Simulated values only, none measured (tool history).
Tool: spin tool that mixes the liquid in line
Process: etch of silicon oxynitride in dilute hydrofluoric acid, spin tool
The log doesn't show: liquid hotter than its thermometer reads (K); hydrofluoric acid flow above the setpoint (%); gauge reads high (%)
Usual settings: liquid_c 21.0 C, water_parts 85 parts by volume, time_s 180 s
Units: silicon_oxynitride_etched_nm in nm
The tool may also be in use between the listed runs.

run,hour,liquid_c,water_parts,time_s,wafers since the last listed run,hours since the thermometer was replaced,hours since the hydrofluoric acid flow meter was replaced,hours since the gauge calibration,"read-back film thickness of the silicon oxynitride reference wafer, read on the same gauge (nm)",silicon_oxynitride_etched_nm
1,0.0,21.0,85,180,0,1736.1,651.1,182.2,30.040,4.361
2,69.0,21.0,85,180,353,1805.1,720.1,251.2,29.998,4.443
3,127.5,21.0,85,180,299,1863.6,778.6,309.7,30.009,4.435
4,186.0,21.0,85,180,299,1922.1,837.1,368.2,29.997,4.451
5,459.9,21.0,85,180,1403,2196.0,1111.0,642.1,30.031,4.424
6,553.0,22.5,85,230,477,2289.1,1204.1,735.2,30.010,6.269
# hour 578.3: thermometer replaced
7,633.0,21.0,85,180,404,54.7,1284.1,815.2,30.011,4.505
8,673.1,21.0,85,180,205,94.8,1324.2,855.3,29.990,4.561
9,727.0,21.0,85,180,276,148.7,1378.1,909.2,29.996,4.564
10,797.6,21.0,70,180,361,219.3,1448.7,979.8,29.999,5.612
11,834.9,21.0,70,180,191,256.6,1486.0,1017.1,29.983,5.617
12,888.1,21.0,85,180,272,309.8,1539.2,1070.3,30.019,4.578
13,964.1,21.0,85,180,389,385.8,1615.2,1146.3,30.010,4.556
# hour 1025.6: hydrofluoric acid flow meter replaced
14,1067.4,17.0,75,280,524,489.1,41.8,1249.6,29.993,7.005
15,1110.4,21.0,100,95,220,532.1,84.8,1292.6,30.001,2.154
16,1177.6,22.5,120,95,344,599.3,152.0,1359.8,29.961,1.887
17,1241.6,17.0,85,180,328,663.3,216.0,1423.8,30.013,4.009
# hour 1285.5: gauge calibrated
18,1345.0,23.0,70,95,529,766.7,319.4,59.5,30.009,3.470
# hour 1354.4: hydrofluoric acid flow meter replaced, repeated, since the last time left the tool worse
19,1441.0,18.5,60,230,486,862.7,86.6,155.5,30.015,6.932
20,1484.7,21.0,85,180,223,906.4,130.3,199.2,29.996,4.329
21,1552.4,21.0,85,120,346,974.1,198.0,266.9,30.027,2.917
22,1643.2,25.0,85,130,465,1064.9,288.8,357.7,29.994,3.776

Hidden state at the last listed run before each entry between runs and at the first one after, where it differs:
Between runs 6 and 7: thermometer replaced (hour 578.3)
  hydrofluoric acid flow above the setpoint (%): 5.91 -> 6.25
  measured less the result without the state, silicon_oxynitride_etched_nm: +0.372 -> +0.281 nm
Between runs 13 and 14: hydrofluoric acid flow meter replaced (hour 1025.6)
  hydrofluoric acid flow above the setpoint (%): 7.66 -> 13.1
  measured less the result without the state, silicon_oxynitride_etched_nm: +0.343 -> +0.848 nm
Between runs 17 and 18: gauge calibrated (hour 1285.5)
  hydrofluoric acid flow above the setpoint (%): 13.9 -> 14.3
  measured less the result without the state, silicon_oxynitride_etched_nm: +0.511 -> +0.456 nm
Between runs 18 and 19: hydrofluoric acid flow meter replaced, repeated, since the last time left the tool worse (hour 1354.4)
  hydrofluoric acid flow above the setpoint (%): 14.3 -> 0.485
  measured less the result without the state, silicon_oxynitride_etched_nm: +0.456 -> +0.035 nm

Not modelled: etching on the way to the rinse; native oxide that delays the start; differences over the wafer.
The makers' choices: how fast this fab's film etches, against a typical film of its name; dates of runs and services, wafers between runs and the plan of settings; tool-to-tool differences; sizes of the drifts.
